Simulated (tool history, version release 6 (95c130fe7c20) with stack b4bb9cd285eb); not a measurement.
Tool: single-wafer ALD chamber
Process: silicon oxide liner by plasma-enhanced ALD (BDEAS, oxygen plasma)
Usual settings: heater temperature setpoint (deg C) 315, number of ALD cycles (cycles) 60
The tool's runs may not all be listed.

run,hour,heater temperature setpoint (deg C),number of ALD cycles (cycles),wafers since the last listed run,hours since the last thermocouple change,hours since the gauge calibration,"read-back reference wafer on the same gauge, thickness_nm",mean film thickness on the monitor wafer (nm)
1,0.0,315,60,0,1545.1,0.9,5.406,5.143
2,53.8,320,52,255,1598.9,54.7,5.415,4.445
3,78.6,320,52,117,1623.7,79.5,5.423,4.451
4,132.5,315,60,256,1677.6,133.4,5.426,5.156
5,203.2,315,60,336,1748.3,204.1,5.440,5.166
6,268.8,315,60,312,1813.9,269.7,5.453,5.183
7,297.8,315,60,137,1842.9,298.7,5.459,5.194
8,334.5,315,60,174,1879.6,335.4,5.467,5.198
9,371.7,315,60,176,1916.8,372.6,5.475,5.212
10,403.6,315,54,151,1948.7,404.5,5.473,4.700
11,469.8,315,60,314,2014.9,470.7,5.484,5.226
12,515.7,315,60,218,2060.8,516.6,5.498,5.217
13,616.5,301,54,479,2161.6,617.4,5.516,4.805
14,651.6,326,72,166,2196.7,652.5,5.517,6.201
# hour 668.6: gauge calibrated
15,698.7,315,60,224,2243.8,30.1,5.420,5.157
16,756.1,315,48,273,2301.2,87.5,5.427,4.124
17,780.4,320,67,115,2325.5,111.8,5.434,5.731
# hour 799.5: thermocouple changed; heater temperature recalibrated
18,830.2,306,60,198,30.7,161.6,5.444,5.236
19,886.3,322,57,266,86.8,217.7,5.456,4.884
20,918.4,303,70,152,118.9,249.8,5.458,6.138
21,956.9,315,53,183,157.4,288.3,5.468,4.572
22,1000.7,320,60,208,201.2,332.1,5.475,5.200

Measured less the same run without the tool's hidden state. The same run-to-run variation is in both; the gauge's scatter may not be:
The hidden state here: wafer temperature above the value expected at the setpoint (K); gauge reads high (%).
run,mean film thickness on the monitor wafer (nm)
1,-0.004
2,+0.004
3,+0.008
4,+0.018
5,+0.029
6,+0.040
7,+0.045
8,+0.051
9,+0.057
10,+0.056
11,+0.073
12,+0.080
13,+0.089
14,+0.121
15,+0.010
16,+0.015
17,+0.025
18,+0.032
19,+0.038
20,+0.055
21,+0.046
22,+0.059
